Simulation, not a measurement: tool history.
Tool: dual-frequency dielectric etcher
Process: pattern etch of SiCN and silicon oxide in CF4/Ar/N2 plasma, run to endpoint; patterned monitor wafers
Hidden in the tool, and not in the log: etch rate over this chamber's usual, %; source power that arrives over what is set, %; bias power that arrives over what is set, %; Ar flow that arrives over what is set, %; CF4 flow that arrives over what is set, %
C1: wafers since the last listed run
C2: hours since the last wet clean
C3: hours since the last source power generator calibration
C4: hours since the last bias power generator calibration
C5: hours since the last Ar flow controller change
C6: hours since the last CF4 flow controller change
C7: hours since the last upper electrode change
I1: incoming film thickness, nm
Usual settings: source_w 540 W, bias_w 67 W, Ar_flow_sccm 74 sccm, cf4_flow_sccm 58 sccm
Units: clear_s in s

run 1 hour=0 | source_w=580 bias_w=67 Ar_flow_sccm=74 cf4_flow_sccm=58 | C1=0 C2=474.2 C3=1307.3 C4=3048.7 C5=4978.7 C6=1481.6 C7=3857 | I1=11.34 | clear_s=10.8
run 2 hour=62.6 | source_w=490 bias_w=67 Ar_flow_sccm=74 cf4_flow_sccm=58 | C1=1003 C2=536.8 C3=1369.9 C4=3111.3 C5=5041.3 C6=1544.2 C7=3919.6 | I1=11.31 | clear_s=12
-- hour=104.5 wet clean of the chamber
run 3 hour=163.8 | source_w=490 bias_w=67 Ar_flow_sccm=74 cf4_flow_sccm=58 | C1=1237 C2=59.3 C3=1471.1 C4=3212.5 C5=5142.5 C6=1645.4 C7=4020.8 | I1=11.37 | clear_s=11.9
run 4 hour=205.9 | source_w=540 bias_w=67 Ar_flow_sccm=74 cf4_flow_sccm=62 | C1=674 C2=101.4 C3=1513.2 C4=3254.6 C5=5184.6 C6=1687.5 C7=4062.9 | I1=11.35 | clear_s=11.1
run 5 hour=268.5 | source_w=540 bias_w=67 Ar_flow_sccm=74 cf4_flow_sccm=62 | C1=1003 C2=164 C3=1575.8 C4=3317.2 C5=5247.2 C6=1750.1 C7=4125.5 | I1=11.37 | clear_s=11.1
run 6 hour=351.4 | source_w=540 bias_w=67 Ar_flow_sccm=74 cf4_flow_sccm=58 | C1=1328 C2=246.9 C3=1658.7 C4=3400.1 C5=5330.1 C6=1833 C7=4208.4 | I1=11.42 | clear_s=11.3
run 7 hour=492.7 | source_w=540 bias_w=67 Ar_flow_sccm=74 cf4_flow_sccm=58 | C1=2264 C2=388.2 C3=1800 C4=3541.4 C5=5471.4 C6=1974.3 C7=4349.7 | I1=11.43 | clear_s=11.2
-- hour=550.2 wet clean of the chamber
run 8 hour=550.7 | source_w=540 bias_w=67 Ar_flow_sccm=74 cf4_flow_sccm=58 | C1=544 C2=0.5 C3=1858 C4=3599.4 C5=5529.4 C6=2032.3 C7=4407.7 | I1=11.41 | clear_s=11.2
run 9 hour=588.7 | source_w=540 bias_w=67 Ar_flow_sccm=74 cf4_flow_sccm=58 | C1=609 C2=38.5 C3=1896 C4=3637.4 C5=5567.4 C6=2070.3 C7=4445.7 | I1=11.39 | clear_s=11.2
-- hour=627.3 CF4 flow controller replaced
run 10 hour=661.5 | source_w=540 bias_w=67 Ar_flow_sccm=74 cf4_flow_sccm=58 | C1=1070 C2=111.3 C3=1968.8 C4=3710.2 C5=5640.2 C6=34.2 C7=4518.5 | I1=11.36 | clear_s=11.4
run 11 hour=733 | source_w=540 bias_w=67 Ar_flow_sccm=74 cf4_flow_sccm=58 | C1=1146 C2=182.8 C3=2040.3 C4=3781.7 C5=5711.7 C6=105.7 C7=4590 | I1=11.37 | clear_s=11.5
run 12 hour=773.8 | source_w=590 bias_w=67 Ar_flow_sccm=74 cf4_flow_sccm=48 | C1=653 C2=223.6 C3=2081.1 C4=3822.5 C5=5752.5 C6=146.5 C7=4630.8 | I1=11.35 | clear_s=11.3
run 13 hour=855.5 | source_w=540 bias_w=67 Ar_flow_sccm=74 cf4_flow_sccm=52 | C1=1309 C2=305.3 C3=2162.8 C4=3904.2 C5=5834.2 C6=228.2 C7=4712.5 | I1=11.33 | clear_s=11.7
run 14 hour=940.1 | source_w=680 bias_w=83 Ar_flow_sccm=82 cf4_flow_sccm=67 | C1=1356 C2=389.9 C3=2247.4 C4=3988.8 C5=5918.8 C6=312.8 C7=4797.1 | I1=11.45 | clear_s=9.2
run 15 hour=1031.7 | source_w=540 bias_w=67 Ar_flow_sccm=74 cf4_flow_sccm=64 | C1=1468 C2=481.5 C3=2339 C4=4080.4 C5=6010.4 C6=404.4 C7=4888.7 | I1=11.34 | clear_s=11.1
-- hour=1038.4 bias power generator calibrated
-- hour=1129.3 wet clean of the chamber
run 16 hour=1129.8 | source_w=490 bias_w=56 Ar_flow_sccm=74 cf4_flow_sccm=58 | C1=1123 C2=0.5 C3=2437.1 C4=91.4 C5=6108.5 C6=502.5 C7=4986.8 | I1=11.31 | clear_s=12.7
run 17 hour=1157.3 | source_w=540 bias_w=55 Ar_flow_sccm=81 cf4_flow_sccm=58 | C1=440 C2=28 C3=2464.6 C4=118.9 C5=6136 C6=530 C7=5014.3 | I1=11.44 | clear_s=12.2
-- hour=1207.8 Ar flow controller replaced
-- hour=1237.8 upper electrode replaced, of another model than before
run 18 hour=1244.5 | source_w=590 bias_w=67 Ar_flow_sccm=74 cf4_flow_sccm=48 | C1=916 C2=115.2 C3=2551.8 C4=206.1 C5=36.7 C6=617.2 C7=6.7 | I1=11.44 | clear_s=11.5
run 19 hour=1298.1 | source_w=540 bias_w=67 Ar_flow_sccm=74 cf4_flow_sccm=58 | C1=859 C2=168.8 C3=2605.4 C4=259.7 C5=90.3 C6=670.8 C7=60.3 | I1=11.46 | clear_s=11.4
-- hour=1412.2 source power generator calibrated
-- hour=1571.4 wet clean of the chamber
run 20 hour=1571.9 | source_w=480 bias_w=67 Ar_flow_sccm=89 cf4_flow_sccm=52 | C1=3939 C2=0.5 C3=159.7 C4=533.5 C5=364.1 C6=944.6 C7=334.1 | I1=11.39 | clear_s=12.4
run 21 hour=1645 | source_w=540 bias_w=67 Ar_flow_sccm=74 cf4_flow_sccm=58 | C1=1171 C2=73.6 C3=232.8 C4=606.6 C5=437.2 C6=1017.7 C7=407.2 | I1=11.45 | clear_s=11.4
run 22 hour=1701.7 | source_w=540 bias_w=67 Ar_flow_sccm=74 cf4_flow_sccm=63 | C1=908 C2=130.3 C3=289.5 C4=663.3 C5=493.9 C6=1074.4 C7=463.9 | I1=11.3 | clear_s=11.1
run 23 hour=1790.9 | source_w=540 bias_w=67 Ar_flow_sccm=74 cf4_flow_sccm=67 | C1=1429 C2=219.5 C3=378.7 C4=752.5 C5=583.1 C6=1163.6 C7=553.1 | I1=11.38 | clear_s=11

4 ways to go on from here, each from the tool as it stands after run 23. What would each give?
run A hour=1791.3 | source_w=540 bias_w=67 Ar_flow_sccm=85 cf4_flow_sccm=58 | C1=6 C2=219.9 C3=379.1 C4=752.9 C5=583.5 C6=1164 C7=553.5 | I1=11.28 | clear_s=?
run B hour=1791.3 | source_w=540 bias_w=67 Ar_flow_sccm=62 cf4_flow_sccm=46 | C1=6 C2=219.9 C3=379.1 C4=752.9 C5=583.5 C6=1164 C7=553.5 | I1=11.28 | clear_s=?
run C hour=1791.3 | source_w=540 bias_w=67 Ar_flow_sccm=61 cf4_flow_sccm=58 | C1=6 C2=219.9 C3=379.1 C4=752.9 C5=583.5 C6=1164 C7=553.5 | I1=11.28 | clear_s=?
run D hour=1791.3 | source_w=650 bias_w=67 Ar_flow_sccm=74 cf4_flow_sccm=53 | C1=6 C2=219.9 C3=379.1 C4=752.9 C5=583.5 C6=1164 C7=553.5 | I1=11.28 | clear_s=?

run=A clear_s=11.4
run=B clear_s=11.4
run=C clear_s=10.8
run=D clear_s=10.6
Without the tool's hidden state the same runs would have given:
run=A clear_s=11.5
run=B clear_s=11.5
run=C clear_s=10.9
run=D clear_s=10.7
